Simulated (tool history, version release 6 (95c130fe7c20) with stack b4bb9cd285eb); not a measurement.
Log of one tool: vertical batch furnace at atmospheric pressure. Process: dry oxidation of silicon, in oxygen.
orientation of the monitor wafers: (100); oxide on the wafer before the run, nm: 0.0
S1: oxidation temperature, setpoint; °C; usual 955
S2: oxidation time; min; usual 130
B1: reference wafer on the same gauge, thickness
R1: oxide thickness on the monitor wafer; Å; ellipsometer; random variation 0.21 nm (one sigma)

run	hour	S1	S2	B1	R1
1	0	955	130	48.13	583.7
2	8.5	955	130	48.03	585.5
3	18.6	944	173.5	48.03	642.6
4	36.6	944	173.5	48.12	650.3
5	59.6	955	130	48.13	586
6	77.5	955	130	48.13	583.8
7	92.9	955	130	48.14	582.6
8	100.8	955	130	48.02	583.5
9	123.2	955	130	48.02	583
10	142.8	955	130	48.06	585.9
11	158.4	955	166	48.09	694.7
12	177.3	955	166	48.05	700.3
# hour 181.7: gauge calibrated
13	197.2	940	130	48.06	503.3
14	212.3	955	130	48.09	581.9
15	225.6	955	130	48.06	581.4
16	258.6	980	181	48.08	906.6
17	270	967	154.5	48.15	734.4
18	285	955	130	48.16	584.3
19	296.7	955	130	48.09	584.2
20	307.4	931	194	48.04	612.7
21	324	933	130	48.1	460.6
# hour 361.9: thermocouples replaced and temperature profile calibrated
22	362.4	955	130	48.1	582.9
23	367.9	970	158.5	48.14	762.8
24	373.3	931	130	48.14	453.5
25	378.8	935	130	48.09	474.2
26	385.9	938	162.5	48.12	576.7
# hour 411.3: boat lift adjusted
27	436.6	955	78.5	48.06	409.8
28	450.9	972	73	48.19	453
29	469.9	976	93	48.03	547.1
30	480.9	948	65.5	48.09	336.7
31	494.3	973	189	48.08	879.2
32	517.3	971	187.5	48.08	861.5
33	538.5	934	165	48.11	557
34	552.7	976	130	48.09	694.9
35	574.5	955	130	48.15	583.7
36	582.4	955	90	48.08	453.1
37	593.9	944	96.5	48.05	421.8
38	612.7	955	130	48.09	580.6
39	652.2	955	130	48.09	586

4 ways to go on from here, each from the tool as it stands after run 39. What would each give?
A	657.8	939	130	?	?
B	657.8	935	186	?	?
C	657.8	944	112	?	?
D	657.8	969	106	?	?

run	B1	R1
A	48.05	495.7
B	48.05	617.6
C	48.05	469.6
D	48.05	569.9
Without the tool's hidden state the same runs would have given:
run	R1
A	495.7
B	617.6
C	469.6
D	569.9
